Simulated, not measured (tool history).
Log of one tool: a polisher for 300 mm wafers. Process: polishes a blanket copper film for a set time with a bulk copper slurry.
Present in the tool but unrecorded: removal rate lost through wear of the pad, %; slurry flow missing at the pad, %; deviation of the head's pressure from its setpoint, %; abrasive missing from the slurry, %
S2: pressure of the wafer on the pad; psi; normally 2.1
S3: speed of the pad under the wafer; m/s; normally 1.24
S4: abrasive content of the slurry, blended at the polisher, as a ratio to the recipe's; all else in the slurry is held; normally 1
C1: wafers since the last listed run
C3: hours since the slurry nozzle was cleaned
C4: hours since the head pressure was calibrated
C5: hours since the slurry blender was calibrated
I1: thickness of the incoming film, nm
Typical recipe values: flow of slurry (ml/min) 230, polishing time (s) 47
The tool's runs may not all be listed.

run 1 hour=0 | flow_of_slurry_(ml/min)=230 S2=2.1 S3=1.24 S4=1 polishing_time_(s)=47 | C1=0 wafers_polished_on_this_pad=1797 C3=637.5 C4=462.8 C5=284.7 | I1=4679.3 | film_removed_(angstrom)=3526
run 2 hour=99.4 | flow_of_slurry_(ml/min)=230 S2=2.1 S3=1.24 S4=1 polishing_time_(s)=47 | C1=749 wafers_polished_on_this_pad=2547 C3=736.9 C4=562.2 C5=384.1 | I1=4722.2 | film_removed_(angstrom)=3616
run 3 hour=171.8 | flow_of_slurry_(ml/min)=230 S2=2.1 S3=1.24 S4=1 polishing_time_(s)=47 | C1=546 wafers_polished_on_this_pad=3093 C3=809.3 C4=634.6 C5=456.5 | I1=4601.7 | film_removed_(angstrom)=3572
-- hour=199.7 slurry nozzle cleaned
-- hour=224 head pressure recalibrated
run 4 hour=224.5 | flow_of_slurry_(ml/min)=230 S2=2.1 S3=1.24 S4=1 polishing_time_(s)=47 | C1=374 wafers_polished_on_this_pad=3468 C3=24.8 C4=0.5 C5=509.2 | I1=4778.1 | film_removed_(angstrom)=3480
run 5 hour=286.1 | flow_of_slurry_(ml/min)=230 S2=2.1 S3=1.24 S4=1 polishing_time_(s)=47 | C1=464 wafers_polished_on_this_pad=3932 C3=86.4 C4=62.1 C5=570.8 | I1=4728.6 | film_removed_(angstrom)=3415
-- hour=360.6 worn pad replaced by a new one
run 6 hour=383.2 | flow_of_slurry_(ml/min)=230 S2=2.3 S3=1.24 S4=1.1 polishing_time_(s)=47 | C1=702 wafers_polished_on_this_pad=170 C3=183.5 C4=159.2 C5=667.9 | I1=4714.3 | film_removed_(angstrom)=3677
-- hour=395 slurry blender recalibrated
run 7 hour=496.6 | flow_of_slurry_(ml/min)=230 S2=2.3 S3=1.24 S4=1.1 polishing_time_(s)=47 | C1=840 wafers_polished_on_this_pad=1010 C3=296.9 C4=272.6 C5=101.6 | I1=4701.5 | film_removed_(angstrom)=3537
run 8 hour=556.9 | flow_of_slurry_(ml/min)=230 S2=2.1 S3=1.24 S4=1 polishing_time_(s)=47 | C1=454 wafers_polished_on_this_pad=1465 C3=357.2 C4=332.9 C5=161.9 | I1=4660.9 | film_removed_(angstrom)=3271
run 9 hour=601 | flow_of_slurry_(ml/min)=230 S2=2.1 S3=1.24 S4=1 polishing_time_(s)=47 | C1=332 wafers_polished_on_this_pad=1798 C3=401.3 C4=377 C5=206 | I1=4711.9 | film_removed_(angstrom)=3282
run 10 hour=665.3 | flow_of_slurry_(ml/min)=230 S2=2.1 S3=1.24 S4=1 polishing_time_(s)=37 | C1=485 wafers_polished_on_this_pad=2283 C3=465.6 C4=441.3 C5=270.3 | I1=4689.5 | film_removed_(angstrom)=2532
run 11 hour=714 | flow_of_slurry_(ml/min)=230 S2=2.1 S3=1.24 S4=1 polishing_time_(s)=47 | C1=367 wafers_polished_on_this_pad=2650 C3=514.3 C4=490 C5=319 | I1=4637.3 | film_removed_(angstrom)=3260
-- hour=723.4 slurry nozzle cleaned, repeated, since the last time left the tool worse
run 12 hour=786 | flow_of_slurry_(ml/min)=230 S2=2.1 S3=1.24 S4=1 polishing_time_(s)=47 | C1=535 wafers_polished_on_this_pad=3186 C3=62.6 C4=562 C5=391 | I1=4701.7 | film_removed_(angstrom)=3708
-- hour=899.1 head pressure recalibrated
-- hour=982.2 worn pad replaced by a new one
run 13 hour=1086.1 | flow_of_slurry_(ml/min)=230 S2=1.8 S3=1.24 S4=1 polishing_time_(s)=40 | C1=2218 wafers_polished_on_this_pad=783 C3=362.7 C4=187 C5=691.1 | I1=4732.8 | film_removed_(angstrom)=2615
-- hour=1129.1 slurry blender recalibrated
run 14 hour=1179.3 | flow_of_slurry_(ml/min)=270 S2=2.1 S3=1.42 S4=0.75 polishing_time_(s)=39 | C1=687 wafers_polished_on_this_pad=1471 C3=455.9 C4=280.2 C5=50.2 | I1=4692.7 | film_removed_(angstrom)=3413
run 15 hour=1243.8 | flow_of_slurry_(ml/min)=230 S2=2.3 S3=1.24 S4=1.1 polishing_time_(s)=47 | C1=486 wafers_polished_on_this_pad=1958 C3=520.4 C4=344.7 C5=114.7 | I1=4711.5 | film_removed_(angstrom)=4025
run 16 hour=1344.2 | flow_of_slurry_(ml/min)=230 S2=2.1 S3=0.94 S4=1 polishing_time_(s)=47 | C1=757 wafers_polished_on_this_pad=2715 C3=620.8 C4=445.1 C5=215.1 | I1=4695.5 | film_removed_(angstrom)=2801
run 17 hour=1440.2 | flow_of_slurry_(ml/min)=230 S2=2.1 S3=1.24 S4=1 polishing_time_(s)=47 | C1=724 wafers_polished_on_this_pad=3439 C3=716.8 C4=541.1 C5=311.1 | I1=4672.5 | film_removed_(angstrom)=3612
run 18 hour=1534.5 | flow_of_slurry_(ml/min)=230 S2=2.1 S3=1.46 S4=1 polishing_time_(s)=52 | C1=711 wafers_polished_on_this_pad=4151 C3=811.1 C4=635.4 C5=405.4 | I1=4741.4 | film_removed_(angstrom)=4716
-- hour=1539.5 head pressure recalibrated
-- hour=1563.3 slurry nozzle cleaned
run 19 hour=1618.9 | flow_of_slurry_(ml/min)=230 S2=2.1 S3=0.94 S4=1 polishing_time_(s)=47 | C1=613 wafers_polished_on_this_pad=4765 C3=55.6 C4=79.4 C5=489.8 | I1=4657.2 | film_removed_(angstrom)=2908
-- hour=1623.3 worn pad replaced by a new one
run 20 hour=1704.6 | flow_of_slurry_(ml/min)=230 S2=2.1 S3=1.5 S4=1.15 polishing_time_(s)=47 | C1=616 wafers_polished_on_this_pad=612 C3=141.3 C4=165.1 C5=575.5 | I1=4767.1 | film_removed_(angstrom)=4614
run 21 hour=1799.1 | flow_of_slurry_(ml/min)=230 S2=2.1 S3=1.24 S4=1 polishing_time_(s)=47 | C1=712 wafers_polished_on_this_pad=1325 C3=235.8 C4=259.6 C5=670 | I1=4660.7 | film_removed_(angstrom)=3627
run 22 hour=1859.3 | flow_of_slurry_(ml/min)=230 S2=1.5 S3=1.24 S4=1 polishing_time_(s)=54 | C1=454 wafers_polished_on_this_pad=1779 C3=296 C4=319.8 C5=730.2 | I1=4635.4 | film_removed_(angstrom)=3037

Run 23, settings as shown, results not yet in. Your forecast:
-- hour=1863.1 slurry blender recalibrated
run 23 hour=1905.6 | flow_of_slurry_(ml/min)=230 S2=1.6 S3=1.24 S4=1 polishing_time_(s)=36 | C1=334 wafers_polished_on_this_pad=2113 C3=342.3 C4=366.1 C5=42.5 | I1=4753.7 | film_removed_(angstrom)=?

{"run 23": {"film removed (angstrom)": 2127}}
With the hidden condition absent and the run-to-run variation left alone, this run would have shown film removed (angstrom) 2175.
